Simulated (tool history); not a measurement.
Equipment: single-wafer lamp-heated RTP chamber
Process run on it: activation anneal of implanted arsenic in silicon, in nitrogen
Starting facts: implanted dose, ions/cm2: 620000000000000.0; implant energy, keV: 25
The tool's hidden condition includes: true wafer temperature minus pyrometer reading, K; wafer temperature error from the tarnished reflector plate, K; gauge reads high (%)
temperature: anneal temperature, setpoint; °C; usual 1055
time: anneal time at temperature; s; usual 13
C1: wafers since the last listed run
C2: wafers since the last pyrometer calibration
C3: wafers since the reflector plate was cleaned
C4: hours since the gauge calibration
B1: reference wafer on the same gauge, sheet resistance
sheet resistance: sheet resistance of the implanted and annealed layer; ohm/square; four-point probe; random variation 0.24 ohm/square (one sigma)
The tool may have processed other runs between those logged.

run 1 day=0.000 | temperature=1055 time=11 | C1=0 C2=1626 C3=9771 C4=77.5 | B1=182.00 | sheet_resistance=163.18
run 2 day=0.371 | temperature=1055 time=11 | C1=118 C2=1745 C3=9889 C4=86.4 | B1=182.04 | sheet_resistance=163.10
run 3 day=0.967 | temperature=1055 time=13 | C1=189 C2=1934 C3=10079 C4=100.7 | B1=181.99 | sheet_resistance=161.87
run 4 day=1.271 | temperature=1055 time=13 | C1=96 C2=2031 C3=10176 C4=108.0 | B1=182.00 | sheet_resistance=162.30
run 5 day=1.533 | temperature=1055 time=13 | C1=83 C2=2115 C3=10259 C4=114.3 | B1=181.92 | sheet_resistance=162.28
run 6 day=2.142 | temperature=1070 time=13 | C1=193 C2=2309 C3=10453 C4=128.9 | B1=182.02 | sheet_resistance=159.71
run 7 day=2.762 | temperature=1066 time=16 | C1=197 C2=2507 C3=10651 C4=143.8 | B1=181.95 | sheet_resistance=159.09
run 8 day=3.512 | temperature=1066 time=16 | C1=239 C2=2746 C3=10890 C4=161.8 | B1=182.05 | sheet_resistance=159.45
run 9 day=4.108 | temperature=1055 time=13 | C1=189 C2=2936 C3=11080 C4=176.1 | B1=182.02 | sheet_resistance=162.13
run 10 day=4.975 | temperature=1055 time=13 | C1=276 C2=3212 C3=11356 C4=196.9 | B1=181.97 | sheet_resistance=161.32
run 11 day=5.250 | temperature=1055 time=13 | C1=87 C2=3300 C3=11444 C4=203.5 | B1=181.97 | sheet_resistance=162.53
run 12 day=5.975 | temperature=1055 time=13 | C1=231 C2=3531 C3=11675 C4=220.9 | B1=182.01 | sheet_resistance=161.94
run 13 day=6.433 | temperature=1055 time=13 | C1=146 C2=3677 C3=11821 C4=231.9 | B1=181.99 | sheet_resistance=161.47
run 14 day=6.992 | temperature=1055 time=13 | C1=177 C2=3855 C3=11999 C4=245.3 | B1=182.01 | sheet_resistance=161.77
run 15 day=7.508 | temperature=1069 time=7 | C1=164 C2=4019 C3=12164 C4=257.7 | B1=182.02 | sheet_resistance=163.76
run 16 day=8.038 | temperature=1055 time=13 | C1=168 C2=4188 C3=12332 C4=270.4 | B1=182.03 | sheet_resistance=161.50
run 17 day=8.438 | temperature=1073 time=5 | C1=127 C2=4315 C3=12460 C4=280.0 | B1=182.01 | sheet_resistance=165.47
run 18 day=8.962 | temperature=1074 time=18 | C1=167 C2=4483 C3=12627 C4=292.6 | B1=182.00 | sheet_resistance=156.86
run 19 day=9.288 | temperature=1082 time=13 | C1=103 C2=4586 C3=12731 C4=300.4 | B1=181.99 | sheet_resistance=158.06
-- day=10.146 reflector plate cleaned
run 20 day=10.167 | temperature=1055 time=13 | C1=173 C2=4760 C3=7 C4=321.5 | B1=181.98 | sheet_resistance=161.67
run 21 day=10.488 | temperature=1055 time=7 | C1=102 C2=4863 C3=109 C4=329.2 | B1=181.99 | sheet_resistance=165.72
-- day=10.892 pyrometer window cleaned and pyrometer calibrated
run 22 day=11.062 | temperature=1055 time=13 | C1=77 C2=53 C3=186 C4=343.0 | B1=182.06 | sheet_resistance=163.01
run 23 day=11.725 | temperature=1055 time=13 | C1=211 C2=264 C3=397 C4=358.9 | B1=181.98 | sheet_resistance=162.58
-- day=12.304 gauge calibrated
run 24 day=12.475 | temperature=1066 time=13 | C1=239 C2=504 C3=636 C4=4.1 | B1=181.97 | sheet_resistance=160.88
run 25 day=13.192 | temperature=1075 time=6 | C1=228 C2=732 C3=865 C4=21.3 | B1=181.95 | sheet_resistance=164.58
run 26 day=13.604 | temperature=1032 time=6 | C1=131 C2=863 C3=996 C4=31.2 | B1=182.01 | sheet_resistance=169.49
run 27 day=14.262 | temperature=1055 time=13 | C1=209 C2=1073 C3=1206 C4=47.0 | B1=181.99 | sheet_resistance=162.34
run 28 day=14.854 | temperature=1055 time=13 | C1=188 C2=1262 C3=1394 C4=61.2 | B1=181.95 | sheet_resistance=162.35
run 29 day=15.138 | temperature=1070 time=20 | C1=90 C2=1352 C3=1485 C4=68.0 | B1=181.99 | sheet_resistance=157.24
run 30 day=15.558 | temperature=1055 time=6 | C1=134 C2=1486 C3=1619 C4=78.1 | B1=182.03 | sheet_resistance=166.81
run 31 day=16.092 | temperature=1036 time=17 | C1=169 C2=1656 C3=1789 C4=90.9 | B1=182.01 | sheet_resistance=163.15

Predict each of these 3 candidate next runs independently; none follows another, all start after run 31:
run A day=16.108 | temperature=1055 time=13 | C1=5 C2=1661 C3=1794 C4=91.3 | B1=? | sheet_resistance=?
run B day=16.108 | temperature=1065 time=8 | C1=5 C2=1661 C3=1794 C4=91.3 | B1=? | sheet_resistance=?
run C day=16.108 | temperature=1045 time=7 | C1=5 C2=1661 C3=1794 C4=91.3 | B1=? | sheet_resistance=?

run=A B1=182.07 sheet_resistance=162.31
run=B B1=182.07 sheet_resistance=163.88
run=C B1=182.07 sheet_resistance=166.95
With the hidden condition removed and each run's random variation left untouched, the same runs would have given:
run=A sheet_resistance=163.19
run=B sheet_resistance=164.71
run=C sheet_resistance=167.74

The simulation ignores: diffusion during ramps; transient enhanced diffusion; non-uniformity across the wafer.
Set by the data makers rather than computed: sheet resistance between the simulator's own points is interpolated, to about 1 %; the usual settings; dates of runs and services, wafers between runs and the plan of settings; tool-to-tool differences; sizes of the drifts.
